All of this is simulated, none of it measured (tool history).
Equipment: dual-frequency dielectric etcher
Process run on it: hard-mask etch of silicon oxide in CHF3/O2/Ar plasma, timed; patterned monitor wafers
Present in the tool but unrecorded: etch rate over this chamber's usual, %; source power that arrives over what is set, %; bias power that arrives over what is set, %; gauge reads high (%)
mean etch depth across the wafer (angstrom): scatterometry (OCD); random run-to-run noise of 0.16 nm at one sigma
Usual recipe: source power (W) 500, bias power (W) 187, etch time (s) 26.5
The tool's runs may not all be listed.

| run | hour | source power (W) | bias power (W) | etch time (s) | wafers since the last listed run | hours since the last wet clean | hours since the last source power generator calibration | hours since the last bias power generator calibration | hours since the last upper electrode change | hours since the gauge calibration | read-back reference wafer on the same gauge, depth_nm | mean etch depth across the wafer (angstrom) |
|---|---|---|---|---|---|---|---|---|---|---|---|---|
| 1 | 0 | 500 | 187 | 26.5 | 0 | 249.3 | 1720.2 | 4457 | 4244.9 | 113.5 | 50.23 | 479.6 |
| 2 | 11.8 | 500 | 187 | 26.5 | 191 | 261.1 | 1732 | 4468.8 | 4256.7 | 125.3 | 50.28 | 476.2 |
| 3 | 38.1 | 500 | 187 | 26.5 | 426 | 287.4 | 1758.3 | 4495.1 | 4283 | 151.6 | 50.24 | 479.7 |
| 4 | 51.6 | 500 | 187 | 26.5 | 219 | 300.9 | 1771.8 | 4508.6 | 4296.5 | 165.1 | 50.28 | 476.2 |
| 5 | 66.8 | 500 | 187 | 26.5 | 246 | 316.1 | 1787 | 4523.8 | 4311.7 | 180.3 | 50.12 | 475 |
| 6 | 75.7 | 500 | 187 | 26.5 | 144 | 325 | 1795.9 | 4532.7 | 4320.6 | 189.2 | 50.2 | 475.3 |
| 7 | 101.6 | 500 | 173 | 26.5 | 420 | 350.9 | 1821.8 | 4558.6 | 4346.5 | 215.1 | 50.22 | 463.3 |
| 8 | 110.2 | 500 | 173 | 26.5 | 139 | 359.5 | 1830.4 | 4567.2 | 4355.1 | 223.7 | 50.14 | 462.4 |
|  | 124.8 | gauge calibrated |
| 9 | 127.8 | 500 | 173 | 26.5 | 285 | 377.1 | 1848 | 4584.8 | 4372.7 | 3 | 50.15 | 461.8 |
| 10 | 135.2 | 500 | 187 | 26.5 | 120 | 384.5 | 1855.4 | 4592.2 | 4380.1 | 10.4 | 50.23 | 472.8 |
| 11 | 142.2 | 500 | 187 | 26.5 | 113 | 391.5 | 1862.4 | 4599.2 | 4387.1 | 17.4 | 50.3 | 473.1 |
|  | 158.9 | bias power generator calibrated |
| 12 | 159.4 | 500 | 187 | 26.5 | 214 | 408.7 | 1879.6 | 0.5 | 4404.3 | 34.6 | 50.2 | 472.8 |
| 13 | 161.8 | 430 | 187 | 26.5 | 38 | 411.1 | 1882 | 2.9 | 4406.7 | 37 | 50.17 | 450 |
| 14 | 176 | 430 | 187 | 26.5 | 230 | 425.3 | 1896.2 | 17.1 | 4420.9 | 51.2 | 50.19 | 450.4 |
|  | 207.2 | source power generator calibrated |
|  | 208.1 | upper electrode replaced, of another model than before |
| 15 | 208.6 | 500 | 187 | 23.5 | 450 | 457.9 | 1.4 | 49.7 | 0.5 | 83.8 | 50.3 | 419.2 |
| 16 | 209.5 | 500 | 187 | 26.5 | 14 | 458.8 | 2.3 | 50.6 | 1.4 | 84.7 | 50.15 | 472.5 |
| 17 | 219.7 | 500 | 224 | 22 | 165 | 469 | 12.5 | 60.8 | 11.6 | 94.9 | 50.22 | 433.3 |
| 18 | 230.7 | 500 | 187 | 26.5 | 178 | 480 | 23.5 | 71.8 | 22.6 | 105.9 | 50.14 | 473.3 |
| 19 | 245.9 | 450 | 202 | 26.5 | 246 | 495.2 | 38.7 | 87 | 37.8 | 121.1 | 50.2 | 471.5 |
|  | 272.4 | wet clean of the chamber |
| 20 | 272.9 | 570 | 216 | 26.5 | 48 | 0.5 | 65.7 | 114 | 64.8 | 148.1 | 50.2 | 567 |
| 21 | 275.3 | 540 | 207 | 26.5 | 38 | 2.9 | 68.1 | 116.4 | 67.2 | 150.5 | 50.24 | 540.5 |
| 22 | 288.8 | 450 | 187 | 31 | 219 | 16.4 | 81.6 | 129.9 | 80.7 | 164 | 50.17 | 545.2 |
| 23 | 297.3 | 500 | 187 | 26.5 | 137 | 24.9 | 90.1 | 138.4 | 89.2 | 172.5 | 50.21 | 490 |
| 24 | 307.2 | 450 | 202 | 26.5 | 160 | 34.8 | 100 | 148.3 | 99.1 | 182.4 | 50.2 | 488.6 |
| 25 | 318.3 | 500 | 187 | 26.5 | 180 | 45.9 | 111.1 | 159.4 | 110.2 | 193.5 | 50.19 | 488.9 |
| 26 | 332.5 | 420 | 209 | 26.5 | 230 | 60.1 | 125.3 | 173.6 | 124.4 | 207.7 | 50.15 | 483 |
| 27 | 340.8 | 430 | 187 | 20.5 | 134 | 68.4 | 133.6 | 181.9 | 132.7 | 216 | 50.25 | 349.1 |
| 28 | 347.9 | 500 | 172 | 34.5 | 115 | 75.5 | 140.7 | 189 | 139.8 | 223.1 | 50.26 | 601 |

Here are 3 independent what-if runs from the current tool condition. What would each one return?
| A | 348.3 | 500 | 187 | 26.5 | 6 | 75.9 | 141.1 | 189.4 | 140.2 | 223.5 | ? | ? |
| B | 348.3 | 600 | 220 | 24 | 6 | 75.9 | 141.1 | 189.4 | 140.2 | 223.5 | ? | ? |
| C | 348.3 | 580 | 206 | 30 | 6 | 75.9 | 141.1 | 189.4 | 140.2 | 223.5 | ? | ? |

| run | read-back reference wafer on the same gauge, depth_nm | mean etch depth across the wafer (angstrom) |
|---|---|---|
| A | 50.28 | 487.1 |
| B | 50.28 | 527 |
| C | 50.28 | 624.8 |
The same runs, with their run-to-run variation unchanged, on a tool lacking any hidden condition would have given:
| run | mean etch depth across the wafer (angstrom) |
|---|---|
| A | 489.2 |
| B | 529.3 |
| C | 627.5 |
